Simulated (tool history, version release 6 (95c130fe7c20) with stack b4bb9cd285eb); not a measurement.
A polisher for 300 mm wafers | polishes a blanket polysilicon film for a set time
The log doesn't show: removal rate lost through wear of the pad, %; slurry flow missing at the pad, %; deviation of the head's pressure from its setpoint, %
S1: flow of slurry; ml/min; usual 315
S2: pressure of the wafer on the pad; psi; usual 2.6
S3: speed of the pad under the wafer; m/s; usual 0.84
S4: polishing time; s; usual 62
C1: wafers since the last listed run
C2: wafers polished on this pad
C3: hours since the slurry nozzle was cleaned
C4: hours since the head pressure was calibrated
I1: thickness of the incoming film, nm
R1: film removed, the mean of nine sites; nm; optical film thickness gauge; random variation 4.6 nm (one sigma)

{"run": 1, "hour": 0.0, "S1": 315, "S2": 2.6, "S3": 0.68, "S4": 62, "C1": 0, "C2": 767, "C3": 80.9, "C4": 613.9, "I1": 2193.0, "R1": 421.6}
{"hour": 28.8, "done": "worn pad replaced by a new one"}
{"run": 2, "hour": 35.7, "S1": 315, "S2": 2.6, "S3": 0.68, "S4": 62, "C1": 268, "C2": 58, "C3": 116.6, "C4": 649.6, "I1": 2154.5, "R1": 436.0}
{"run": 3, "hour": 70.2, "S1": 315, "S2": 2.6, "S3": 0.84, "S4": 62, "C1": 292, "C2": 350, "C3": 151.1, "C4": 684.1, "I1": 2122.2, "R1": 493.1}
{"run": 4, "hour": 94.5, "S1": 315, "S2": 2.6, "S3": 0.84, "S4": 62, "C1": 205, "C2": 556, "C3": 175.4, "C4": 708.4, "I1": 2138.4, "R1": 482.3}
{"run": 5, "hour": 126.5, "S1": 315, "S2": 2.6, "S3": 0.84, "S4": 62, "C1": 271, "C2": 827, "C3": 207.4, "C4": 740.4, "I1": 2188.4, "R1": 495.2}
{"hour": 140.3, "done": "worn pad replaced by a new one"}
{"run": 6, "hour": 146.1, "S1": 315, "S2": 2.6, "S3": 0.84, "S4": 62, "C1": 132, "C2": 48, "C3": 227.0, "C4": 760.0, "I1": 2203.5, "R1": 521.9}
{"hour": 161.0, "done": "head pressure recalibrated"}
{"run": 7, "hour": 168.9, "S1": 250, "S2": 2.6, "S3": 0.84, "S4": 62, "C1": 176, "C2": 225, "C3": 249.8, "C4": 7.9, "I1": 2196.8, "R1": 449.6}
{"hour": 179.4, "done": "slurry nozzle cleaned"}
{"run": 8, "hour": 203.9, "S1": 315, "S2": 2.6, "S3": 0.84, "S4": 62, "C1": 288, "C2": 513, "C3": 24.5, "C4": 42.9, "I1": 2192.0, "R1": 447.3}
{"run": 9, "hour": 225.5, "S1": 315, "S2": 2.9, "S3": 0.84, "S4": 62, "C1": 183, "C2": 696, "C3": 46.1, "C4": 64.5, "I1": 2153.7, "R1": 505.3}
{"hour": 246.7, "done": "worn pad replaced by a new one"}
{"run": 10, "hour": 255.9, "S1": 215, "S2": 3.4, "S3": 0.64, "S4": 51, "C1": 223, "C2": 77, "C3": 76.5, "C4": 94.9, "I1": 2195.8, "R1": 396.7}

Run 11 comes next. What will it give?
{"run": 11, "hour": 271.2, "S1": 315, "S2": 1.7, "S3": 0.64, "S4": 54, "C1": 129, "C2": 207, "C3": 91.8, "C4": 110.2, "I1": 2186.1, "R1": "?"}

{"run 11": {"R1": 220.1}}
Without the tool's hidden state the same run would have given R1 215.3 nm.
